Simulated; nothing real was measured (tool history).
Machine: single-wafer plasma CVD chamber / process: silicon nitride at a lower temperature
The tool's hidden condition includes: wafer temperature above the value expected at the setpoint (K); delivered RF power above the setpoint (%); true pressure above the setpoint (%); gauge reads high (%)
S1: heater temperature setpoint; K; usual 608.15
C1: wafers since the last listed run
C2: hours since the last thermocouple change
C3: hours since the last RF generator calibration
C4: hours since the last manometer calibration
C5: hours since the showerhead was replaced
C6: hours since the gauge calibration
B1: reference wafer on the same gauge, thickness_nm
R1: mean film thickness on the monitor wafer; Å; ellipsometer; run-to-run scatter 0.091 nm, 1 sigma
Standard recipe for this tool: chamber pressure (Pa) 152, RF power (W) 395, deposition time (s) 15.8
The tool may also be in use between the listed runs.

{"run": 1, "hour": 0.0, "S1": 608.15, "chamber pressure (Pa)": 152, "RF power (W)": 395, "deposition time (s)": 15.8, "C1": 0, "C2": 1714.0, "C3": 1376.8, "C4": 2656.0, "C5": 7510.2, "C6": 185.3, "B1": 17.088, "R1": 200.13}
{"run": 2, "hour": 76.4, "S1": 608.15, "chamber pressure (Pa)": 152, "RF power (W)": 395, "deposition time (s)": 15.8, "C1": 3491, "C2": 1790.4, "C3": 1453.2, "C4": 2732.4, "C5": 7586.6, "C6": 261.7, "B1": 17.071, "R1": 200.63}
{"run": 3, "hour": 144.5, "S1": 608.15, "chamber pressure (Pa)": 152, "RF power (W)": 395, "deposition time (s)": 15.8, "C1": 3112, "C2": 1858.5, "C3": 1521.3, "C4": 2800.5, "C5": 7654.7, "C6": 329.8, "B1": 17.037, "R1": 201.09}
{"run": 4, "hour": 240.2, "S1": 608.15, "chamber pressure (Pa)": 152, "RF power (W)": 340, "deposition time (s)": 15.8, "C1": 4373, "C2": 1954.2, "C3": 1617.0, "C4": 2896.2, "C5": 7750.4, "C6": 425.5, "B1": 17.015, "R1": 180.51}
{"run": 5, "hour": 290.4, "S1": 608.15, "chamber pressure (Pa)": 152, "RF power (W)": 340, "deposition time (s)": 15.8, "C1": 2294, "C2": 2004.4, "C3": 1667.2, "C4": 2946.4, "C5": 7800.6, "C6": 475.7, "B1": 16.983, "R1": 178.56}
{"run": 6, "hour": 355.9, "S1": 608.15, "chamber pressure (Pa)": 152, "RF power (W)": 340, "deposition time (s)": 15.8, "C1": 2993, "C2": 2069.9, "C3": 1732.7, "C4": 3011.9, "C5": 7866.1, "C6": 541.2, "B1": 16.963, "R1": 180.15}
{"run": 7, "hour": 422.2, "S1": 608.15, "chamber pressure (Pa)": 152, "RF power (W)": 395, "deposition time (s)": 15.8, "C1": 3030, "C2": 2136.2, "C3": 1799.0, "C4": 3078.2, "C5": 7932.4, "C6": 607.5, "B1": 16.94, "R1": 197.25}
{"hour": 491.3, "done": "capacitance manometer re-zeroed and calibrated"}
{"run": 8, "hour": 492.3, "S1": 608.15, "chamber pressure (Pa)": 152, "RF power (W)": 395, "deposition time (s)": 15.8, "C1": 2838, "C2": 2206.3, "C3": 1869.1, "C4": 1.0, "C5": 8002.5, "C6": 677.6, "B1": 16.895, "R1": 198.02}
{"hour": 549.2, "done": "showerhead replaced"}
{"run": 9, "hour": 598.7, "S1": 608.15, "chamber pressure (Pa)": 141, "RF power (W)": 445, "deposition time (s)": 13.7, "C1": 4497, "C2": 2312.7, "C3": 1975.5, "C4": 107.4, "C5": 49.5, "C6": 784.0, "B1": 16.873, "R1": 180.87}
{"hour": 668.7, "done": "RF generator calibrated"}
{"run": 10, "hour": 703.4, "S1": 608.15, "chamber pressure (Pa)": 152, "RF power (W)": 395, "deposition time (s)": 15.8, "C1": 4419, "C2": 2417.4, "C3": 34.7, "C4": 212.1, "C5": 154.2, "C6": 888.7, "B1": 16.828, "R1": 197.8}
{"hour": 721.9, "done": "gauge calibrated"}
{"hour": 730.6, "done": "thermocouple changed; heater temperature recalibrated"}
{"run": 11, "hour": 802.9, "S1": 612.15, "chamber pressure (Pa)": 132, "RF power (W)": 395, "deposition time (s)": 15.8, "C1": 4182, "C2": 72.3, "C3": 134.2, "C4": 311.6, "C5": 253.7, "C6": 81.0, "B1": 17.184, "R1": 193.85}
{"run": 12, "hour": 856.3, "S1": 608.15, "chamber pressure (Pa)": 152, "RF power (W)": 395, "deposition time (s)": 15.8, "C1": 2440, "C2": 125.7, "C3": 187.6, "C4": 365.0, "C5": 307.1, "C6": 134.4, "B1": 17.159, "R1": 201.33}
{"run": 13, "hour": 913.5, "S1": 603.15, "chamber pressure (Pa)": 187, "RF power (W)": 440, "deposition time (s)": 15.8, "C1": 2614, "C2": 182.9, "C3": 244.8, "C4": 422.2, "C5": 364.3, "C6": 191.6, "B1": 17.138, "R1": 229.64}
{"run": 14, "hour": 959.9, "S1": 608.15, "chamber pressure (Pa)": 132, "RF power (W)": 395, "deposition time (s)": 15.8, "C1": 2120, "C2": 229.3, "C3": 291.2, "C4": 468.6, "C5": 410.7, "C6": 238.0, "B1": 17.128, "R1": 192.82}
{"run": 15, "hour": 1049.3, "S1": 608.15, "chamber pressure (Pa)": 152, "RF power (W)": 395, "deposition time (s)": 15.8, "C1": 4086, "C2": 318.7, "C3": 380.6, "C4": 558.0, "C5": 500.1, "C6": 327.4, "B1": 17.109, "R1": 201.1}
{"run": 16, "hour": 1092.4, "S1": 615.15, "chamber pressure (Pa)": 143, "RF power (W)": 375, "deposition time (s)": 17.2, "C1": 1969, "C2": 361.8, "C3": 423.7, "C4": 601.1, "C5": 543.2, "C6": 370.5, "B1": 17.084, "R1": 204.17}

Exercise: give the hidden state of the tool at every run:
wafer temperature above the value expected at the setpoint (K): 0 on each run
delivered RF power above the setpoint (%): 0 on each run
true pressure above the setpoint (%): 0 on each run
H1: gauge reads high (%)
run=1 H1=-0.618
run=2 H1=-0.781
run=3 H1=-0.926
run=4 H1=-1.13
run=5 H1=-1.24
run=6 H1=-1.38
run=7 H1=-1.52
run=8 H1=-1.67
run=9 H1=-1.9
run=10 H1=-2.12
run=11 H1=-0.0756
run=12 H1=-0.19
run=13 H1=-0.312
run=14 H1=-0.411
run=15 H1=-0.602
run=16 H1=-0.694
